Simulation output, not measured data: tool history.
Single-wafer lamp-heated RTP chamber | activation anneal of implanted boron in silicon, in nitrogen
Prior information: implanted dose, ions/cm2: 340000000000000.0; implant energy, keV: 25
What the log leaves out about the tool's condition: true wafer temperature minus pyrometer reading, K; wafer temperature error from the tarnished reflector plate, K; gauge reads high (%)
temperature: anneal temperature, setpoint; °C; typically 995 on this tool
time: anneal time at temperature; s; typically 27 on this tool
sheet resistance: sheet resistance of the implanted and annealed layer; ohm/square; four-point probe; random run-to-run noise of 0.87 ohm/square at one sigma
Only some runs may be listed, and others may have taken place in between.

run,hour,temperature,time,wafers since the last listed run,wafers since the last pyrometer calibration,wafers since the reflector plate was cleaned,hours since the gauge calibration,"read-back reference wafer on the same gauge, sheet resistance",sheet resistance
1,0.0,995,27,0,79,4969,1465.7,275.67,297.99
2,69.2,995,27,955,1035,5925,1534.9,276.13,296.44
3,130.4,995,27,845,1880,6770,1596.1,276.06,295.31
4,155.0,995,27,339,2219,7109,1620.7,276.12,296.68
5,264.2,995,27,1507,3727,8617,1729.9,276.02,294.79
6,322.9,995,27,810,4538,9428,1788.6,275.85,295.22
# hour 360.0: reflector plate cleaned
7,411.6,995,27,1114,5652,712,1877.3,276.26,294.68
8,438.6,995,27,372,6025,1085,1904.3,276.04,293.86
# hour 450.3: pyrometer window cleaned and pyrometer calibrated
9,475.4,995,20,397,346,1483,1941.1,275.89,299.25
10,508.3,995,20,454,800,1937,1974.0,275.72,298.24
11,541.0,1018,27,451,1252,2388,2006.7,276.04,290.27
12,567.2,995,27,361,1614,2750,2032.9,275.87,297.90
13,624.5,995,27,791,2405,3541,2090.2,275.70,295.65
14,680.5,995,27,773,3178,4315,2146.2,275.99,296.59
# hour 720.6: gauge calibrated
15,723.1,995,27,588,3766,4903,2.5,276.05,295.18
16,773.0,1023,43,689,4455,5592,52.4,276.15,287.68
17,803.9,970,13,426,4882,6019,83.3,276.11,316.96
18,840.8,995,33,509,5392,6528,120.2,275.66,295.01
19,870.2,995,27,405,5798,6934,149.6,275.61,293.95
20,902.7,995,27,448,6246,7383,182.1,276.05,293.92
21,940.7,985,39,524,6771,7908,220.1,275.87,295.45
# hour 955.7: pyrometer window cleaned and pyrometer calibrated
22,994.6,1011,33,633,537,8541,274.0,276.09,292.13
# hour 1016.1: reflector plate cleaned
23,1168.6,978,40,2292,2829,2105,448.0,275.75,303.32
24,1223.9,995,27,763,3593,2869,503.3,276.17,294.50
25,1250.8,995,15,371,3964,3240,530.2,275.67,298.46
26,1293.6,982,27,590,4555,3831,573.0,275.56,299.85
27,1364.6,984,27,980,5535,4812,644.0,275.94,298.07
# hour 1393.0: pyrometer window cleaned and pyrometer calibrated
28,1429.2,1015,32,781,499,5593,708.6,275.97,292.11
29,1483.6,970,15,751,1250,6344,763.0,276.06,325.88
30,1509.1,970,27,352,1602,6697,788.5,276.38,315.71
31,1577.3,995,37,941,2544,7638,856.7,276.13,294.26
32,1637.3,967,34,828,3372,8467,916.7,276.07,314.14
# hour 1717.8: reflector plate cleaned
# hour 1823.7: pyrometer window cleaned and pyrometer calibrated
33,1824.2,1015,38,2359,6,1358,1103.6,275.78,291.38
34,1894.3,995,27,967,974,2326,1173.7,276.03,297.86
35,1958.7,1021,21,889,1863,3216,1238.1,276.02,291.83
36,2023.9,1019,15,900,2764,4116,1303.3,275.91,294.15

For each run, what was the tool's unlogged condition?
wafer temperature error from the tarnished reflector plate, K: 0 at every run
gauge reads high (%): 0 at every run
H1: true wafer temperature minus pyrometer reading, K
run,H1
1,1.81
2,3.53
3,5.05
4,5.66
5,8.38
6,9.84
7,12
8,12.7
9,1.9
10,2.72
11,3.54
12,4.19
13,5.61
14,7
15,8.06
16,9.3
17,10.1
18,11
19,11.7
20,12.5
21,13.5
22,0.986
23,5.31
24,6.69
25,7.36
26,8.42
27,10.2
28,1.52
29,2.88
30,3.51
31,5.2
32,6.7
33,0.469
34,2.21
35,3.81
36,5.43
